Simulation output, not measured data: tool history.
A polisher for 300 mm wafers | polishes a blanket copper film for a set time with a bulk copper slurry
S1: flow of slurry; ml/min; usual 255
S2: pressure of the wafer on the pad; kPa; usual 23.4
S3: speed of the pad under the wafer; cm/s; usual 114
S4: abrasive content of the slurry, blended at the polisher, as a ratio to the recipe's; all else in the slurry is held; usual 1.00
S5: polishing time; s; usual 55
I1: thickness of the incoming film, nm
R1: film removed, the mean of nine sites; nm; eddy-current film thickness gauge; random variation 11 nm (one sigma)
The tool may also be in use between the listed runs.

{"run": 1, "hour": 0.0, "S1": 255, "S2": 23.4, "S3": 114, "S4": 1.0, "S5": 55, "I1": 1959.2, "R1": 775.3}
{"hour": 34.1, "done": "head pressure recalibrated"}
{"run": 2, "hour": 83.5, "S1": 255, "S2": 23.4, "S3": 114, "S4": 1.0, "S5": 61, "I1": 1984.6, "R1": 870.1}
{"hour": 87.1, "done": "slurry blender recalibrated"}
{"hour": 129.9, "done": "worn pad replaced by a new one"}
{"run": 3, "hour": 342.9, "S1": 255, "S2": 23.4, "S3": 114, "S4": 1.0, "S5": 40, "I1": 1940.9, "R1": 559.7}
{"run": 4, "hour": 402.6, "S1": 255, "S2": 23.4, "S3": 114, "S4": 1.0, "S5": 40, "I1": 1949.4, "R1": 556.4}
{"hour": 466.3, "done": "slurry nozzle cleaned"}
{"run": 5, "hour": 495.8, "S1": 255, "S2": 23.4, "S3": 114, "S4": 1.0, "S5": 55, "I1": 2003.7, "R1": 768.6}
{"run": 6, "hour": 550.4, "S1": 255, "S2": 23.4, "S3": 114, "S4": 1.0, "S5": 55, "I1": 1960.4, "R1": 754.7}
{"hour": 582.7, "done": "slurry blender recalibrated"}
{"hour": 622.3, "done": "worn pad replaced by a new one"}
{"run": 7, "hour": 628.3, "S1": 255, "S2": 23.4, "S3": 114, "S4": 1.0, "S5": 55, "I1": 1927.2, "R1": 744.1}
{"run": 8, "hour": 695.2, "S1": 255, "S2": 17.2, "S3": 114, "S4": 1.0, "S5": 55, "I1": 1978.7, "R1": 573.1}
{"hour": 858.0, "done": "slurry nozzle cleaned, repeated, since the last time left the tool worse"}
{"hour": 875.4, "done": "head pressure recalibrated"}
{"run": 9, "hour": 920.9, "S1": 280, "S2": 23.4, "S3": 114, "S4": 1.0, "S5": 55, "I1": 1989.9, "R1": 796.2}
{"run": 10, "hour": 1020.7, "S1": 255, "S2": 23.4, "S3": 114, "S4": 1.0, "S5": 55, "I1": 1978.1, "R1": 766.6}
{"hour": 1062.5, "done": "slurry blender recalibrated"}
{"run": 11, "hour": 1120.6, "S1": 255, "S2": 23.4, "S3": 114, "S4": 1.0, "S5": 55, "I1": 1962.0, "R1": 771.8}
{"hour": 1141.4, "done": "worn pad replaced by a new one"}
{"run": 12, "hour": 1203.5, "S1": 255, "S2": 23.4, "S3": 114, "S4": 1.0, "S5": 55, "I1": 1996.9, "R1": 764.0}
{"run": 13, "hour": 1259.8, "S1": 255, "S2": 23.4, "S3": 114, "S4": 1.0, "S5": 55, "I1": 1985.8, "R1": 767.4}
{"run": 14, "hour": 1310.9, "S1": 255, "S2": 23.4, "S3": 114, "S4": 1.0, "S5": 55, "I1": 1924.7, "R1": 756.7}
{"run": 15, "hour": 1404.6, "S1": 255, "S2": 23.4, "S3": 114, "S4": 1.0, "S5": 55, "I1": 1952.1, "R1": 781.2}
{"hour": 1440.8, "done": "slurry nozzle cleaned"}
{"run": 16, "hour": 1486.7, "S1": 255, "S2": 23.4, "S3": 114, "S4": 1.25, "S5": 63, "I1": 1981.5, "R1": 934.3}
{"run": 17, "hour": 1578.6, "S1": 315, "S2": 17.2, "S3": 114, "S4": 0.7, "S5": 55, "I1": 1927.9, "R1": 543.8}
{"hour": 1593.9, "done": "slurry blender recalibrated"}
{"hour": 1669.0, "done": "worn pad replaced by a new one"}
{"hour": 1671.2, "done": "head pressure recalibrated"}
{"run": 18, "hour": 1786.8, "S1": 255, "S2": 23.4, "S3": 114, "S4": 1.0, "S5": 55, "I1": 1967.7, "R1": 789.2}
{"run": 19, "hour": 1854.4, "S1": 320, "S2": 23.4, "S3": 114, "S4": 0.85, "S5": 74, "I1": 1964.8, "R1": 1004.8}
{"run": 20, "hour": 1953.1, "S1": 255, "S2": 23.4, "S3": 100, "S4": 0.75, "S5": 69, "I1": 1951.9, "R1": 776.1}
{"hour": 1961.0, "done": "slurry nozzle cleaned"}
{"run": 21, "hour": 2039.7, "S1": 255, "S2": 23.4, "S3": 148, "S4": 1.15, "S5": 65, "I1": 1976.5, "R1": 1243.4}
{"hour": 2097.5, "done": "slurry blender recalibrated"}
{"run": 22, "hour": 2111.9, "S1": 255, "S2": 23.4, "S3": 114, "S4": 1.0, "S5": 55, "I1": 1968.7, "R1": 766.4}
{"run": 23, "hour": 2213.7, "S1": 255, "S2": 23.4, "S3": 114, "S4": 0.9, "S5": 55, "I1": 1965.4, "R1": 744.8}
{"hour": 2294.5, "done": "worn pad replaced by a new one"}
{"run": 24, "hour": 2304.2, "S1": 210, "S2": 26.2, "S3": 114, "S4": 1.0, "S5": 55, "I1": 1953.2, "R1": 850.0}
{"run": 25, "hour": 2365.3, "S1": 255, "S2": 23.4, "S3": 76, "S4": 1.0, "S5": 55, "I1": 1967.7, "R1": 512.2}
{"run": 26, "hour": 2456.4, "S1": 330, "S2": 23.4, "S3": 96, "S4": 1.0, "S5": 55, "I1": 1975.0, "R1": 652.9}
{"run": 27, "hour": 2504.3, "S1": 255, "S2": 23.4, "S3": 136, "S4": 1.0, "S5": 55, "I1": 1980.2, "R1": 903.0}
{"hour": 2539.7, "done": "head pressure recalibrated"}
{"run": 28, "hour": 2550.6, "S1": 335, "S2": 23.4, "S3": 114, "S4": 1.0, "S5": 46, "I1": 2001.2, "R1": 675.2}
{"hour": 2572.6, "done": "slurry nozzle cleaned"}
{"hour": 2624.6, "done": "slurry blender recalibrated"}
{"run": 29, "hour": 2657.9, "S1": 255, "S2": 23.4, "S3": 114, "S4": 1.0, "S5": 55, "I1": 1960.7, "R1": 786.1}

Forecast each of these 4 alternatives for the next run:
{"run": "A", "hour": 2658.3, "S1": 255, "S2": 16.5, "S3": 114, "S4": 1.0, "S5": 55, "I1": 1983.3, "R1": "?"}
{"run": "B", "hour": 2658.3, "S1": 255, "S2": 23.4, "S3": 114, "S4": 1.1, "S5": 50, "I1": 1983.3, "R1": "?"}
{"run": "C", "hour": 2658.3, "S1": 200, "S2": 20.0, "S3": 114, "S4": 1.0, "S5": 71, "I1": 1983.3, "R1": "?"}
{"run": "D", "hour": 2658.3, "S1": 210, "S2": 23.4, "S3": 102, "S4": 1.0, "S5": 55, "I1": 1983.3, "R1": "?"}

run=A R1=579.3
run=B R1=735.4
run=C R1=863.4
run=D R1=694.5
Without the tool's hidden state the same runs would have given:
run=A R1=583.1
run=B R1=740.2
run=C R1=870.1
run=D R1=699.8

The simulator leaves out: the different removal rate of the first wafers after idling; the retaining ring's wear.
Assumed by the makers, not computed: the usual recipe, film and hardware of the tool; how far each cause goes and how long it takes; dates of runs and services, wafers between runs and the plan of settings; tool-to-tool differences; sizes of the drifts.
